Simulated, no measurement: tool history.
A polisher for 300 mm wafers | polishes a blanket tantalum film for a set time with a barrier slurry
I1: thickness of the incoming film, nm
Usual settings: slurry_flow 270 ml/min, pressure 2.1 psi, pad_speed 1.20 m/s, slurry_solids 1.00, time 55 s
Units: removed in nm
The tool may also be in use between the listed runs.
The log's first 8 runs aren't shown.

{"run": 9, "day": 19.021, "slurry_flow": 270, "pressure": 2.1, "pad_speed": 1.2, "slurry_solids": 1.0, "time": 55, "I1": 443.6, "removed": 107.1}
{"run": 10, "day": 20.033, "slurry_flow": 270, "pressure": 2.1, "pad_speed": 1.2, "slurry_solids": 1.0, "time": 55, "I1": 437.7, "removed": 106.6}
{"day": 21.946, "done": "slurry blender recalibrated"}
{"run": 11, "day": 22.704, "slurry_flow": 270, "pressure": 2.1, "pad_speed": 1.2, "slurry_solids": 1.0, "time": 55, "I1": 440.6, "removed": 106.4}
{"run": 12, "day": 25.067, "slurry_flow": 270, "pressure": 2.1, "pad_speed": 1.2, "slurry_solids": 1.0, "time": 55, "I1": 438.6, "removed": 106.3}
{"run": 13, "day": 27.517, "slurry_flow": 270, "pressure": 2.1, "pad_speed": 1.2, "slurry_solids": 1.2, "time": 55, "I1": 439.4, "removed": 110.8}
{"day": 27.983, "done": "worn pad replaced by a new one"}
{"run": 14, "day": 29.867, "slurry_flow": 270, "pressure": 2.3, "pad_speed": 1.2, "slurry_solids": 1.2, "time": 55, "I1": 445.5, "removed": 121.5}
{"run": 15, "day": 31.708, "slurry_flow": 270, "pressure": 2.1, "pad_speed": 1.2, "slurry_solids": 1.25, "time": 55, "I1": 446.2, "removed": 113.1}
{"day": 32.025, "done": "head pressure recalibrated"}
{"run": 16, "day": 34.375, "slurry_flow": 270, "pressure": 1.7, "pad_speed": 1.2, "slurry_solids": 1.0, "time": 42, "I1": 437.3, "removed": 69.4}
{"run": 17, "day": 35.938, "slurry_flow": 270, "pressure": 2.1, "pad_speed": 1.2, "slurry_solids": 1.0, "time": 71, "I1": 447.2, "removed": 143.9}
{"day": 36.75, "done": "slurry blender recalibrated"}
{"run": 18, "day": 37.475, "slurry_flow": 270, "pressure": 2.1, "pad_speed": 1.2, "slurry_solids": 0.8, "time": 55, "I1": 439.2, "removed": 106.3}
{"run": 19, "day": 39.854, "slurry_flow": 270, "pressure": 1.4, "pad_speed": 1.2, "slurry_solids": 1.0, "time": 55, "I1": 432.0, "removed": 73.3}
{"run": 20, "day": 41.7, "slurry_flow": 270, "pressure": 1.5, "pad_speed": 1.2, "slurry_solids": 1.3, "time": 73, "I1": 441.6, "removed": 110.7}
{"day": 43.142, "done": "worn pad replaced by a new one"}
{"run": 21, "day": 43.517, "slurry_flow": 270, "pressure": 2.1, "pad_speed": 0.88, "slurry_solids": 1.0, "time": 55, "I1": 446.9, "removed": 79.9}
{"day": 43.862, "done": "slurry nozzle cleaned"}
{"run": 22, "day": 45.308, "slurry_flow": 270, "pressure": 1.7, "pad_speed": 1.34, "slurry_solids": 1.25, "time": 66, "I1": 444.0, "removed": 125.9}
{"run": 23, "day": 47.162, "slurry_flow": 230, "pressure": 1.5, "pad_speed": 1.2, "slurry_solids": 1.0, "time": 69, "I1": 436.9, "removed": 95.4}
{"run": 24, "day": 49.908, "slurry_flow": 270, "pressure": 1.7, "pad_speed": 0.92, "slurry_solids": 1.0, "time": 73, "I1": 441.1, "removed": 88.4}
{"run": 25, "day": 51.95, "slurry_flow": 295, "pressure": 2.1, "pad_speed": 1.38, "slurry_solids": 1.0, "time": 63, "I1": 446.2, "removed": 144.4}
{"day": 52.521, "done": "slurry blender recalibrated"}
{"run": 26, "day": 53.046, "slurry_flow": 270, "pressure": 2.1, "pad_speed": 1.2, "slurry_solids": 1.0, "time": 55, "I1": 440.7, "removed": 106.3}

Forecast run 27:
{"run": 27, "day": 56.008, "slurry_flow": 200, "pressure": 2.1, "pad_speed": 1.2, "slurry_solids": 1.0, "time": 55, "I1": 438.9, "removed": "?"}

removed: 102.4 nm
Without the tool's hidden state the same run would have given removed 107.1 nm.
